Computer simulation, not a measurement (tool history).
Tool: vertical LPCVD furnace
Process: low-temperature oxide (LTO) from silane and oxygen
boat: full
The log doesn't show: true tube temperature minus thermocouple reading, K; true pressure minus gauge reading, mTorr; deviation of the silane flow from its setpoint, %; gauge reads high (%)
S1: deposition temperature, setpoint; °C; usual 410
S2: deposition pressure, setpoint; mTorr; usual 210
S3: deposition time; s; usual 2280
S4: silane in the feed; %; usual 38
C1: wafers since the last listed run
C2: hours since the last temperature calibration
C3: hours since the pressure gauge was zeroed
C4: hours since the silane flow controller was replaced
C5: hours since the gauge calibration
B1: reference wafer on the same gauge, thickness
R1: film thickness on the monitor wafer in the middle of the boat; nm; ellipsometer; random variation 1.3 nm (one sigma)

{"run": 1, "day": 0.0, "S1": 410, "S2": 210, "S3": 2910, "S4": 38, "C1": 0, "C2": 3514.6, "C3": 3885.7, "C4": 5340.8, "C5": 1208.2, "B1": 279.05, "R1": 437.96}
{"run": 2, "day": 1.733, "S1": 410, "S2": 210, "S3": 2910, "S4": 38, "C1": 519, "C2": 3556.2, "C3": 3927.3, "C4": 5382.4, "C5": 1249.8, "B1": 278.93, "R1": 437.22}
{"run": 3, "day": 4.192, "S1": 410, "S2": 210, "S3": 2280, "S4": 38, "C1": 736, "C2": 3615.2, "C3": 3986.3, "C4": 5441.4, "C5": 1308.8, "B1": 278.93, "R1": 346.13}
{"run": 4, "day": 7.025, "S1": 410, "S2": 210, "S3": 2280, "S4": 33, "C1": 848, "C2": 3683.2, "C3": 4054.3, "C4": 5509.4, "C5": 1376.8, "B1": 278.94, "R1": 285.46}
{"run": 5, "day": 9.496, "S1": 412, "S2": 225, "S3": 2280, "S4": 38, "C1": 739, "C2": 3742.5, "C3": 4113.6, "C4": 5568.7, "C5": 1436.1, "B1": 279.07, "R1": 377.28}
{"run": 6, "day": 11.558, "S1": 412, "S2": 225, "S3": 2280, "S4": 38, "C1": 617, "C2": 3792.0, "C3": 4163.1, "C4": 5618.2, "C5": 1485.6, "B1": 279.14, "R1": 376.43}
{"day": 12.758, "done": "thermocouples replaced and temperature profile calibrated"}
{"run": 7, "day": 13.242, "S1": 412, "S2": 225, "S3": 2280, "S4": 38, "C1": 204, "C2": 11.6, "C3": 4203.5, "C4": 5658.6, "C5": 1526.0, "B1": 279.21, "R1": 363.32}
{"day": 15.688, "done": "silane flow controller replaced"}
{"run": 8, "day": 15.708, "S1": 410, "S2": 200, "S3": 2280, "S4": 38, "C1": 439, "C2": 70.8, "C3": 4262.7, "C4": 0.5, "C5": 1585.2, "B1": 279.09, "R1": 330.91}
{"run": 9, "day": 16.983, "S1": 410, "S2": 210, "S3": 2280, "S4": 38, "C1": 381, "C2": 101.4, "C3": 4293.3, "C4": 31.1, "C5": 1615.8, "B1": 279.03, "R1": 349.2}
{"run": 10, "day": 19.312, "S1": 410, "S2": 210, "S3": 2520, "S4": 38, "C1": 697, "C2": 157.3, "C3": 4349.2, "C4": 87.0, "C5": 1671.7, "B1": 279.01, "R1": 385.36}
{"run": 11, "day": 20.992, "S1": 410, "S2": 210, "S3": 2520, "S4": 38, "C1": 502, "C2": 197.6, "C3": 4389.5, "C4": 127.3, "C5": 1712.0, "B1": 279.07, "R1": 386.24}
{"run": 12, "day": 23.867, "S1": 403, "S2": 210, "S3": 2280, "S4": 38, "C1": 860, "C2": 266.6, "C3": 4458.5, "C4": 196.3, "C5": 1781.0, "B1": 279.03, "R1": 321.74}
{"day": 26.046, "done": "pressure gauge zeroed"}
{"run": 13, "day": 26.067, "S1": 399, "S2": 245, "S3": 2970, "S4": 43, "C1": 359, "C2": 319.4, "C3": 0.5, "C4": 249.1, "C5": 1833.8, "B1": 279.22, "R1": 542.36}
{"run": 14, "day": 26.933, "S1": 420, "S2": 210, "S3": 2820, "S4": 38, "C1": 259, "C2": 340.2, "C3": 21.3, "C4": 269.9, "C5": 1854.6, "B1": 279.04, "R1": 477.26}
{"run": 15, "day": 28.883, "S1": 417, "S2": 210, "S3": 2280, "S4": 38, "C1": 583, "C2": 387.0, "C3": 68.1, "C4": 316.7, "C5": 1901.4, "B1": 278.95, "R1": 377.05}
{"run": 16, "day": 29.938, "S1": 403, "S2": 250, "S3": 2280, "S4": 38, "C1": 315, "C2": 412.3, "C3": 93.4, "C4": 342.0, "C5": 1926.7, "B1": 278.93, "R1": 386.98}
{"run": 17, "day": 30.95, "S1": 410, "S2": 210, "S3": 2280, "S4": 38, "C1": 303, "C2": 436.6, "C3": 117.7, "C4": 366.3, "C5": 1951.0, "B1": 279.05, "R1": 347.94}
{"run": 18, "day": 32.708, "S1": 410, "S2": 210, "S3": 2280, "S4": 38, "C1": 526, "C2": 478.8, "C3": 159.9, "C4": 408.5, "C5": 1993.2, "B1": 279.01, "R1": 349.73}
{"run": 19, "day": 35.142, "S1": 410, "S2": 210, "S3": 2280, "S4": 38, "C1": 728, "C2": 537.2, "C3": 218.3, "C4": 466.9, "C5": 2051.6, "B1": 279.1, "R1": 350.55}
{"run": 20, "day": 37.588, "S1": 410, "S2": 210, "S3": 2280, "S4": 38, "C1": 732, "C2": 595.9, "C3": 277.0, "C4": 525.6, "C5": 2110.3, "B1": 279.04, "R1": 349.37}
{"day": 39.938, "done": "gauge calibrated"}
{"run": 21, "day": 40.15, "S1": 410, "S2": 210, "S3": 2280, "S4": 35, "C1": 767, "C2": 657.4, "C3": 338.5, "C4": 587.1, "C5": 5.1, "B1": 279.05, "R1": 315.48}
{"run": 22, "day": 42.404, "S1": 402, "S2": 190, "S3": 2280, "S4": 35, "C1": 674, "C2": 711.5, "C3": 392.6, "C4": 641.2, "C5": 59.2, "B1": 278.99, "R1": 260.69}
{"run": 23, "day": 45.062, "S1": 410, "S2": 210, "S3": 2280, "S4": 38, "C1": 795, "C2": 775.3, "C3": 456.4, "C4": 705.0, "C5": 123.0, "B1": 279.02, "R1": 350.48}
{"run": 24, "day": 46.962, "S1": 410, "S2": 210, "S3": 2280, "S4": 38, "C1": 568, "C2": 820.9, "C3": 502.0, "C4": 750.6, "C5": 168.6, "B1": 279.15, "R1": 349.76}
{"run": 25, "day": 49.917, "S1": 410, "S2": 210, "S3": 2010, "S4": 38, "C1": 884, "C2": 891.8, "C3": 572.9, "C4": 821.5, "C5": 239.5, "B1": 278.89, "R1": 309.04}
{"run": 26, "day": 51.762, "S1": 410, "S2": 210, "S3": 3090, "S4": 38, "C1": 552, "C2": 936.1, "C3": 617.2, "C4": 865.8, "C5": 283.8, "B1": 279.0, "R1": 472.22}
{"run": 27, "day": 53.629, "S1": 410, "S2": 210, "S3": 3090, "S4": 44, "C1": 558, "C2": 980.9, "C3": 662.0, "C4": 910.6, "C5": 328.6, "B1": 279.11, "R1": 561.19}
{"run": 28, "day": 56.138, "S1": 410, "S2": 210, "S3": 3000, "S4": 32, "C1": 751, "C2": 1041.1, "C3": 722.2, "C4": 970.8, "C5": 388.8, "B1": 278.94, "R1": 365.09}
{"run": 29, "day": 59.012, "S1": 410, "S2": 210, "S3": 2280, "S4": 38, "C1": 860, "C2": 1110.1, "C3": 791.2, "C4": 1039.8, "C5": 457.8, "B1": 278.9, "R1": 349.29}
{"run": 30, "day": 61.275, "S1": 410, "S2": 210, "S3": 2910, "S4": 38, "C1": 677, "C2": 1164.4, "C3": 845.5, "C4": 1094.1, "C5": 512.1, "B1": 278.95, "R1": 444.98}
{"run": 31, "day": 62.421, "S1": 420, "S2": 210, "S3": 1950, "S4": 38, "C1": 343, "C2": 1191.9, "C3": 873.0, "C4": 1121.6, "C5": 539.6, "B1": 278.82, "R1": 333.07}

The same runs without the tool's hidden state, with the same run-to-run variation:
run=1 R1=441.83
run=2 R1=441.08
run=3 R1=349.19
run=4 R1=290.51
run=5 R1=380.65
run=6 R1=379.80
run=7 R1=382.31
run=8 R1=330.61
run=9 R1=348.74
run=10 R1=384.57
run=11 R1=385.27
run=12 R1=320.64
run=13 R1=539.50
run=14 R1=475.50
run=15 R1=375.49
run=16 R1=385.15
run=17 R1=346.31
run=18 R1=347.99
run=19 R1=348.68
run=20 R1=347.41
run=21 R1=314.04
run=22 R1=259.37
run=23 R1=348.26
run=24 R1=347.50
run=25 R1=307.00
run=26 R1=469.07
run=27 R1=555.36
run=28 R1=364.05
run=29 R1=346.92
run=30 R1=441.96
run=31 R1=330.99
